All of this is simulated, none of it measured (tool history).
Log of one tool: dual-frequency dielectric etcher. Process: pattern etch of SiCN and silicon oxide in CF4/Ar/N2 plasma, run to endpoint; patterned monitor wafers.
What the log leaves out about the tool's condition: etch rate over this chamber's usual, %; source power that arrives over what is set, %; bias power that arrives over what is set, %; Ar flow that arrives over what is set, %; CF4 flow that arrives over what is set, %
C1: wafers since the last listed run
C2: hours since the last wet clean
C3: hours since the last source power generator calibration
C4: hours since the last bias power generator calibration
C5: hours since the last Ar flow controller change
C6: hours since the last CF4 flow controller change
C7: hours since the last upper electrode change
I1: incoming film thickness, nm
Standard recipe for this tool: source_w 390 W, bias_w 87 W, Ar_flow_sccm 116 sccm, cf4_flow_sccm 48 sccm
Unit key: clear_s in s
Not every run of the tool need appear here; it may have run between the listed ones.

{"run": 1, "hour": 0.0, "source_w": 390, "bias_w": 70, "Ar_flow_sccm": 116, "cf4_flow_sccm": 48, "C1": 0, "C2": 202.8, "C3": 1712.4, "C4": 1389.7, "C5": 2914.2, "C6": 1886.8, "C7": 3058, "I1": 13.59, "clear_s": 19.9}
{"hour": 232.6, "done": "wet clean of the chamber"}
{"run": 2, "hour": 233.1, "source_w": 390, "bias_w": 70, "Ar_flow_sccm": 116, "cf4_flow_sccm": 48, "C1": 3852, "C2": 0.5, "C3": 1945.5, "C4": 1622.8, "C5": 3147.3, "C6": 2119.9, "C7": 3291.1, "I1": 13.68, "clear_s": 19.9}
{"run": 3, "hour": 261.8, "source_w": 390, "bias_w": 87, "Ar_flow_sccm": 116, "cf4_flow_sccm": 48, "C1": 528, "C2": 29.2, "C3": 1974.2, "C4": 1651.5, "C5": 3176, "C6": 2148.6, "C7": 3319.8, "I1": 13.59, "clear_s": 18.5}
{"run": 4, "hour": 424.7, "source_w": 390, "bias_w": 87, "Ar_flow_sccm": 116, "cf4_flow_sccm": 48, "C1": 3001, "C2": 192.1, "C3": 2137.1, "C4": 1814.4, "C5": 3338.9, "C6": 2311.5, "C7": 3482.7, "I1": 13.51, "clear_s": 18.4}
{"run": 5, "hour": 491.5, "source_w": 390, "bias_w": 87, "Ar_flow_sccm": 116, "cf4_flow_sccm": 48, "C1": 1230, "C2": 258.9, "C3": 2203.9, "C4": 1881.2, "C5": 3405.7, "C6": 2378.3, "C7": 3549.5, "I1": 13.72, "clear_s": 18.7}
{"run": 6, "hour": 578.6, "source_w": 390, "bias_w": 87, "Ar_flow_sccm": 116, "cf4_flow_sccm": 48, "C1": 1604, "C2": 346, "C3": 2291, "C4": 1968.3, "C5": 3492.8, "C6": 2465.4, "C7": 3636.6, "I1": 13.49, "clear_s": 18.4}
{"hour": 600.5, "done": "source power generator calibrated"}
{"hour": 608.9, "done": "bias power generator calibrated"}
{"run": 7, "hour": 644.1, "source_w": 390, "bias_w": 87, "Ar_flow_sccm": 116, "cf4_flow_sccm": 48, "C1": 1059, "C2": 411.5, "C3": 43.6, "C4": 35.2, "C5": 3558.3, "C6": 2530.9, "C7": 3702.1, "I1": 13.81, "clear_s": 18.7}
{"hour": 691.7, "done": "wet clean of the chamber"}
{"run": 8, "hour": 747.4, "source_w": 390, "bias_w": 87, "Ar_flow_sccm": 116, "cf4_flow_sccm": 48, "C1": 1460, "C2": 55.7, "C3": 146.9, "C4": 138.5, "C5": 3661.6, "C6": 2634.2, "C7": 3805.4, "I1": 13.74, "clear_s": 18.6}
{"hour": 837.3, "done": "CF4 flow controller replaced"}
{"run": 9, "hour": 853.3, "source_w": 390, "bias_w": 92, "Ar_flow_sccm": 116, "cf4_flow_sccm": 48, "C1": 1840, "C2": 161.6, "C3": 252.8, "C4": 244.4, "C5": 3767.5, "C6": 16, "C7": 3911.3, "I1": 13.74, "clear_s": 18.3}
{"hour": 910.8, "done": "upper electrode replaced"}
{"run": 10, "hour": 911.3, "source_w": 390, "bias_w": 87, "Ar_flow_sccm": 116, "cf4_flow_sccm": 48, "C1": 626, "C2": 219.6, "C3": 310.8, "C4": 302.4, "C5": 3825.5, "C6": 74, "C7": 0.5, "I1": 13.67, "clear_s": 18.6}
{"run": 11, "hour": 1007.8, "source_w": 390, "bias_w": 80, "Ar_flow_sccm": 116, "cf4_flow_sccm": 44, "C1": 1777, "C2": 316.1, "C3": 407.3, "C4": 398.9, "C5": 3922, "C6": 170.5, "C7": 97, "I1": 13.8, "clear_s": 19.5}
{"run": 12, "hour": 1048.1, "source_w": 390, "bias_w": 100, "Ar_flow_sccm": 116, "cf4_flow_sccm": 48, "C1": 742, "C2": 356.4, "C3": 447.6, "C4": 439.2, "C5": 3962.3, "C6": 210.8, "C7": 137.3, "I1": 13.75, "clear_s": 17.8}
{"run": 13, "hour": 1097.2, "source_w": 390, "bias_w": 87, "Ar_flow_sccm": 106, "cf4_flow_sccm": 48, "C1": 904, "C2": 405.5, "C3": 496.7, "C4": 488.3, "C5": 4011.4, "C6": 259.9, "C7": 186.4, "I1": 13.72, "clear_s": 18.3}
{"hour": 1120.8, "done": "Ar flow controller replaced"}
{"hour": 1149.9, "done": "wet clean of the chamber"}
{"run": 14, "hour": 1176.6, "source_w": 390, "bias_w": 87, "Ar_flow_sccm": 116, "cf4_flow_sccm": 48, "C1": 910, "C2": 26.7, "C3": 576.1, "C4": 567.7, "C5": 55.8, "C6": 339.3, "C7": 265.8, "I1": 13.69, "clear_s": 18.7}
{"run": 15, "hour": 1233.7, "source_w": 390, "bias_w": 96, "Ar_flow_sccm": 116, "cf4_flow_sccm": 48, "C1": 1051, "C2": 83.8, "C3": 633.2, "C4": 624.8, "C5": 112.9, "C6": 396.4, "C7": 322.9, "I1": 13.68, "clear_s": 18.1}
{"run": 16, "hour": 1295.2, "source_w": 340, "bias_w": 87, "Ar_flow_sccm": 89, "cf4_flow_sccm": 52, "C1": 1132, "C2": 145.3, "C3": 694.7, "C4": 686.3, "C5": 174.4, "C6": 457.9, "C7": 384.4, "I1": 13.72, "clear_s": 20.1}
{"run": 17, "hour": 1331.5, "source_w": 390, "bias_w": 87, "Ar_flow_sccm": 116, "cf4_flow_sccm": 48, "C1": 668, "C2": 181.6, "C3": 731, "C4": 722.6, "C5": 210.7, "C6": 494.2, "C7": 420.7, "I1": 13.52, "clear_s": 18.4}
{"run": 18, "hour": 1412.5, "source_w": 300, "bias_w": 73, "Ar_flow_sccm": 135, "cf4_flow_sccm": 58, "C1": 1492, "C2": 262.6, "C3": 812, "C4": 803.6, "C5": 291.7, "C6": 575.2, "C7": 501.7, "I1": 13.79, "clear_s": 25.9}
{"hour": 1611.9, "done": "wet clean of the chamber"}
{"run": 19, "hour": 1658.8, "source_w": 390, "bias_w": 77, "Ar_flow_sccm": 140, "cf4_flow_sccm": 48, "C1": 4095, "C2": 46.9, "C3": 1058.3, "C4": 1049.9, "C5": 538, "C6": 821.5, "C7": 748, "I1": 13.73, "clear_s": 20.3}
{"run": 20, "hour": 1727.3, "source_w": 390, "bias_w": 87, "Ar_flow_sccm": 116, "cf4_flow_sccm": 48, "C1": 1261, "C2": 115.4, "C3": 1126.8, "C4": 1118.4, "C5": 606.5, "C6": 890, "C7": 816.5, "I1": 13.63, "clear_s": 18.6}
{"run": 21, "hour": 1827.3, "source_w": 390, "bias_w": 75, "Ar_flow_sccm": 116, "cf4_flow_sccm": 58, "C1": 1842, "C2": 215.4, "C3": 1226.8, "C4": 1218.4, "C5": 706.5, "C6": 990, "C7": 916.5, "I1": 13.75, "clear_s": 19.2}

For run 22, what comes out?
{"run": 22, "hour": 1923.0, "source_w": 390, "bias_w": 87, "Ar_flow_sccm": 99, "cf4_flow_sccm": 48, "C1": 1763, "C2": 311.1, "C3": 1322.5, "C4": 1314.1, "C5": 802.2, "C6": 1085.7, "C7": 1012.2, "I1": 13.79, "clear_s": "?"}

{"run 22": {"clear_s": 18.1}}
Had the tool carried no hidden state, the very same run would have given clear_s 17.8 s.
